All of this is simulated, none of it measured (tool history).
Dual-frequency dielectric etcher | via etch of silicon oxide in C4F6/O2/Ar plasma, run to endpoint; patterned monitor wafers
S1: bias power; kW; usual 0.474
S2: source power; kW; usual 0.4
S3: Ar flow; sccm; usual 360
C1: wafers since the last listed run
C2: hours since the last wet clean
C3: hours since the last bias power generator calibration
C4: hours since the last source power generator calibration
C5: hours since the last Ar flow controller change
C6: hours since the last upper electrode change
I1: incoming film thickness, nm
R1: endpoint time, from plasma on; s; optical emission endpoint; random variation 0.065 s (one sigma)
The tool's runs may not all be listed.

run 1 day=0 | S1=0.474 S2=0.4 S3=360 | C1=0 C2=187.7 C3=3639.7 C4=2578.3 C5=1404.8 C6=2368.2 | I1=92.2 | R1=21.2
run 2 day=0.925 | S1=0.474 S2=0.4 S3=360 | C1=252 C2=209.9 C3=3661.9 C4=2600.5 C5=1427 C6=2390.4 | I1=92.4 | R1=21.3
run 3 day=1.971 | S1=0.52 S2=0.4 S3=333 | C1=285 C2=235 C3=3687 C4=2625.6 C5=1452.1 C6=2415.5 | I1=94.3 | R1=20.5
run 4 day=3.104 | S1=0.474 S2=0.4 S3=360 | C1=309 C2=262.2 C3=3714.2 C4=2652.8 C5=1479.3 C6=2442.7 | I1=92.7 | R1=21.4
run 5 day=3.933 | S1=0.474 S2=0.4 S3=360 | C1=226 C2=282.1 C3=3734.1 C4=2672.7 C5=1499.2 C6=2462.6 | I1=92.2 | R1=21.2
run 6 day=5.383 | S1=0.474 S2=0.4 S3=360 | C1=396 C2=316.9 C3=3768.9 C4=2707.5 C5=1534 C6=2497.4 | I1=92.7 | R1=21.2
-- day=5.721 Ar flow controller replaced
-- day=6.212 bias power generator calibrated
-- day=7.817 wet clean of the chamber
run 7 day=8.617 | S1=0.474 S2=0.4 S3=360 | C1=496 C2=19.2 C3=57.7 C4=2785.1 C5=69.5 C6=2575 | I1=93.1 | R1=21.6
run 8 day=9.362 | S1=0.474 S2=0.4 S3=360 | C1=203 C2=37.1 C3=75.6 C4=2803 C5=87.4 C6=2592.9 | I1=92.4 | R1=21.4
run 9 day=10.329 | S1=0.474 S2=0.4 S3=360 | C1=264 C2=60.3 C3=98.8 C4=2826.2 C5=110.6 C6=2616.1 | I1=93.4 | R1=21.6
run 10 day=11.033 | S1=0.474 S2=0.4 S3=360 | C1=192 C2=77.2 C3=115.7 C4=2843.1 C5=127.5 C6=2633 | I1=93.4 | R1=21.6
run 11 day=12.525 | S1=0.474 S2=0.4 S3=360 | C1=407 C2=113 C3=151.5 C4=2878.9 C5=163.3 C6=2668.8 | I1=92.4 | R1=21.3
-- day=13.621 upper electrode replaced
run 12 day=13.642 | S1=0.474 S2=0.4 S3=407 | C1=31 C2=139.8 C3=178.3 C4=2905.7 C5=190.1 C6=0.5 | I1=92.7 | R1=21.7
-- day=14 source power generator calibrated
run 13 day=14.058 | S1=0.415 S2=0.4 S3=318 | C1=68 C2=149.8 C3=188.3 C4=1.4 C5=200.1 C6=10.5 | I1=92.1 | R1=22.3
run 14 day=15.438 | S1=0.474 S2=0.48 S3=406 | C1=376 C2=182.9 C3=221.4 C4=34.5 C5=233.2 C6=43.6 | I1=93.2 | R1=19.9
run 15 day=16.217 | S1=0.474 S2=0.4 S3=360 | C1=212 C2=201.6 C3=240.1 C4=53.2 C5=251.9 C6=62.3 | I1=92.1 | R1=21.2
run 16 day=17.275 | S1=0.474 S2=0.4 S3=360 | C1=289 C2=227 C3=265.5 C4=78.6 C5=277.3 C6=87.7 | I1=93.3 | R1=21.4
run 17 day=18.425 | S1=0.397 S2=0.4 S3=304 | C1=314 C2=254.6 C3=293.1 C4=106.2 C5=304.9 C6=115.3 | I1=93.9 | R1=23.1
run 18 day=19.5 | S1=0.526 S2=0.47 S3=360 | C1=293 C2=280.4 C3=318.9 C4=132 C5=330.7 C6=141.1 | I1=93.7 | R1=18.9
run 19 day=20.133 | S1=0.474 S2=0.33 S3=360 | C1=173 C2=295.6 C3=334.1 C4=147.2 C5=345.9 C6=156.3 | I1=91.6 | R1=23
run 20 day=21.508 | S1=0.571 S2=0.45 S3=426 | C1=375 C2=328.6 C3=367.1 C4=180.2 C5=378.9 C6=189.3 | I1=92.2 | R1=18.6
-- day=23.508 wet clean of the chamber
run 21 day=23.529 | S1=0.404 S2=0.48 S3=421 | C1=278 C2=0.5 C3=415.6 C4=228.7 C5=427.4 C6=237.8 | I1=91.6 | R1=21.5
run 22 day=24.392 | S1=0.42 S2=0.43 S3=360 | C1=235 C2=21.2 C3=436.3 C4=249.4 C5=448.1 C6=258.5 | I1=92.5 | R1=22
run 23 day=25.804 | S1=0.374 S2=0.46 S3=323 | C1=385 C2=55.1 C3=470.2 C4=283.3 C5=482 C6=292.4 | I1=93.4 | R1=22.5
run 24 day=27.1 | S1=0.589 S2=0.36 S3=431 | C1=354 C2=86.2 C3=501.3 C4=314.4 C5=513.1 C6=323.5 | I1=91.7 | R1=20.3
run 25 day=27.725 | S1=0.543 S2=0.32 S3=286 | C1=170 C2=101.2 C3=516.3 C4=329.4 C5=528.1 C6=338.5 | I1=93.2 | R1=21.8
run 26 day=29.054 | S1=0.474 S2=0.4 S3=360 | C1=363 C2=133.1 C3=548.2 C4=361.3 C5=560 C6=370.4 | I1=93.2 | R1=21.4
run 27 day=30.075 | S1=0.474 S2=0.4 S3=297 | C1=278 C2=157.6 C3=572.7 C4=385.8 C5=584.5 C6=394.9 | I1=92 | R1=20.7
run 28 day=31.496 | S1=0.511 S2=0.4 S3=432 | C1=388 C2=191.7 C3=606.8 C4=419.9 C5=618.6 C6=429 | I1=93.3 | R1=21.1
run 29 day=32.75 | S1=0.41 S2=0.31 S3=277 | C1=342 C2=221.8 C3=636.9 C4=450 C5=648.7 C6=459.1 | I1=92.7 | R1=25.1

4 ways to go on from here, each from the tool as it stands after run 29. What would each give?
run A day=32.767 | S1=0.474 S2=0.37 S3=360 | C1=4 C2=222.2 C3=637.3 C4=450.4 C5=649.1 C6=459.5 | I1=93.1 | R1=?
run B day=32.767 | S1=0.474 S2=0.3 S3=331 | C1=4 C2=222.2 C3=637.3 C4=450.4 C5=649.1 C6=459.5 | I1=93.1 | R1=?
run C day=32.767 | S1=0.474 S2=0.3 S3=360 | C1=4 C2=222.2 C3=637.3 C4=450.4 C5=649.1 C6=459.5 | I1=93.1 | R1=?
run D day=32.767 | S1=0.474 S2=0.4 S3=322 | C1=4 C2=222.2 C3=637.3 C4=450.4 C5=649.1 C6=459.5 | I1=93.1 | R1=?

run=A R1=22
run=B R1=24.2
run=C R1=24.4
run=D R1=21
Without the tool's hidden state the same runs would have given:
run=A R1=22.3
run=B R1=24.5
run=C R1=24.7
run=D R1=21.2
